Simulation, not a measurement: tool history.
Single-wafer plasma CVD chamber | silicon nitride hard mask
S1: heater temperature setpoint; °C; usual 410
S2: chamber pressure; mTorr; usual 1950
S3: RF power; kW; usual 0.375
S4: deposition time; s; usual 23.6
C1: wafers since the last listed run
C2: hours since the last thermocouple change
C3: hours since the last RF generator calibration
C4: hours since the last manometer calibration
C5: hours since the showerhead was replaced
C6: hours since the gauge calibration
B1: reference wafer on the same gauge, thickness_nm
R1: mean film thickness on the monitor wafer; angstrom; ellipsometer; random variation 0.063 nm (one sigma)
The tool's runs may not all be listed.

run,day,S1,S2,S3,S4,C1,C2,C3,C4,C5,C6,B1,R1
1,0.000,410,2310,0.375,25.4,0,1112.1,1781.6,2159.5,6158.7,79.0,37.501,336.75
2,0.558,410,2310,0.375,25.4,354,1125.5,1795.0,2172.9,6172.1,92.4,37.496,335.86
3,1.050,410,1950,0.375,23.6,312,1137.3,1806.8,2184.7,6183.9,104.2,37.475,302.57
4,1.746,410,1950,0.375,23.6,441,1154.0,1823.5,2201.4,6200.6,120.9,37.518,302.65
5,2.296,410,1950,0.375,23.6,349,1167.2,1836.7,2214.6,6213.8,134.1,37.458,301.69
# day 4.696: showerhead replaced
6,4.717,400,1950,0.375,23.6,1324,1225.3,1894.8,2272.7,0.5,192.2,37.523,302.51
7,5.012,410,1950,0.375,23.6,187,1232.4,1901.9,2279.8,7.6,199.3,37.498,302.34
# day 5.792: thermocouple changed; heater temperature recalibrated
8,5.812,410,1950,0.375,23.6,296,0.5,1921.1,2299.0,26.8,218.5,37.501,301.10
# day 6.204: capacitance manometer re-zeroed and calibrated
9,6.225,410,1950,0.375,23.6,50,10.4,1931.0,0.5,36.7,228.4,37.490,300.93
# day 6.696: RF generator calibrated
10,6.767,410,2050,0.375,23.6,132,23.4,1.7,13.5,49.7,241.4,37.533,325.86
11,7.267,410,1950,0.375,23.6,317,35.4,13.7,25.5,61.7,253.4,37.515,322.42
12,7.754,414,1950,0.375,25.7,309,47.1,25.4,37.2,73.4,265.1,37.498,350.99
# day 7.917: gauge calibrated
13,8.496,418,1950,0.335,23.6,470,64.9,43.2,55.0,91.2,13.9,37.482,294.69
14,9.071,423,1950,0.375,23.6,364,78.7,57.0,68.8,105.0,27.7,37.468,319.78
15,9.379,410,1740,0.375,22.0,195,86.1,64.4,76.2,112.4,35.1,37.510,294.16
16,9.671,410,1950,0.375,23.6,185,93.1,71.4,83.2,119.4,42.1,37.488,321.89
17,10.283,410,1670,0.375,23.6,388,107.8,86.1,97.9,134.1,56.8,37.485,311.49
18,10.558,395,2180,0.445,23.6,174,114.4,92.7,104.5,140.7,63.4,37.507,372.04
19,11.083,410,1950,0.435,23.6,333,127.0,105.3,117.1,153.3,76.0,37.493,358.35
20,11.808,410,1950,0.375,23.6,460,144.4,122.7,134.5,170.7,93.4,37.491,321.45

3 ways to go on from here, each from the tool as it stands after run 20. What would each give?
A,11.825,410,1950,0.375,23.6,10,144.8,123.1,134.9,171.1,93.8,?,?
B,11.825,397,1950,0.435,26.8,10,144.8,123.1,134.9,171.1,93.8,?,?
C,11.825,410,1950,0.410,23.6,10,144.8,123.1,134.9,171.1,93.8,?,?

run,B1,R1
A,37.546,322.01
B,37.546,408.55
C,37.546,343.65
Without the tool's hidden state the same runs would have given:
run,R1
A,324.39
B,411.34
C,346.00
